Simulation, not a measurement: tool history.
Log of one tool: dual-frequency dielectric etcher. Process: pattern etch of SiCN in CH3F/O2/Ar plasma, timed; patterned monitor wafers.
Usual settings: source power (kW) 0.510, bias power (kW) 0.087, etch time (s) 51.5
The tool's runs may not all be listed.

run   hour  source power (kW)  bias power (kW)  etch time (s)  read-back reference wafer on the same gauge, depth_nm  mean etch depth across the wafer (nm)
  1    0.0              0.510            0.087           41.5                                                  23.90                                  18.17
  2   12.6              0.510            0.087           41.5                                                  23.88                                  18.08
  3   29.6              0.510            0.087           51.5                                                  23.91                                  22.34
  4   62.2              0.510            0.087           51.5                                                  23.91                                  22.18
      79.2  -- gauge calibrated
     133.2  -- wet clean of the chamber
     156.0  -- upper electrode replaced
     160.2  -- source power generator calibrated
  5  160.7              0.510            0.087           51.5                                                  23.90                                  23.30
  6  169.8              0.450            0.087           44.5                                                  23.93                                  19.40
  7  247.7              0.450            0.087           44.5                                                  23.91                                  19.20
  8  281.6              0.510            0.073           51.5                                                  23.92                                  21.01
  9  300.8              0.510            0.087           51.5                                                  23.89                                  22.71
 10  331.3              0.640            0.068           36.5                                                  23.89                                  15.41
 11  354.3              0.380            0.079           41.5                                                  23.89                                  15.92
 12  383.5              0.470            0.095           63.5                                                  23.90                                  28.51
 13  403.5              0.510            0.069           51.5                                                  23.91                                  20.11
     419.3  -- bias power generator calibrated
 14  433.6              0.620            0.065           55.5                                                  23.91                                  22.03
     464.1  -- wet clean of the chamber
 15  464.6              0.640            0.095           66.5                                                  23.89                                  33.22
 16  478.1              0.510            0.108           58.5                                                  23.90                                  28.93
 17  505.7              0.510            0.087           51.5                                                  23.90                                  22.89
 18  526.7              0.610            0.066           57.5                                                  23.90                                  23.57
 19  562.0              0.380            0.087           51.5                                                  23.90                                  21.11
 20  596.6              0.420            0.103           42.0                                                  23.90                                  18.88
 21  618.3              0.510            0.098           36.5                                                  23.91                                  17.11
 22  653.6              0.510            0.087           51.5                                                  23.89                                  22.60
 23  667.4              0.540            0.094           51.5                                                  23.90                                  23.95
 24  689.8              0.510            0.087           51.5                                                  23.91                                  22.69
 25  716.1              0.420            0.073           38.5                                                  23.90                                  14.75
 26  748.7              0.510            0.087           51.5                                                  23.91                                  22.45
 27  765.0              0.640            0.073           51.5                                                  23.88                                  22.19
 28  781.1              0.630            0.087           51.5                                                  23.92                                  23.83
 29  807.8              0.380            0.079           41.5                                                  23.90                                  15.89

5 ways to go on from here, each from the tool as it stands after run 29. What would each give?
  A  808.2              0.510            0.097           51.5                                                      ?                                      ?
  B  808.2              0.510            0.076           47.0                                                      ?                                      ?
  C  808.2              0.630            0.073           39.5                                                      ?                                      ?
  D  808.2              0.560            0.087           44.5                                                      ?                                      ?
  E  808.2              0.450            0.066           39.0                                                      ?                                      ?

run  read-back reference wafer on the same gauge, depth_nm  mean etch depth across the wafer (nm)
  A                                                  23.90                                  23.30
  B                                                  23.90                                  18.99
  C                                                  23.90                                  16.68
  D                                                  23.90                                  19.67
  E                                                  23.90                                  14.23
Without the tool's hidden state the same runs would have given:
run  mean etch depth across the wafer (nm)
  A                                  24.40
  B                                  19.89
  C                                  17.46
  D                                  20.60
  E                                  14.90
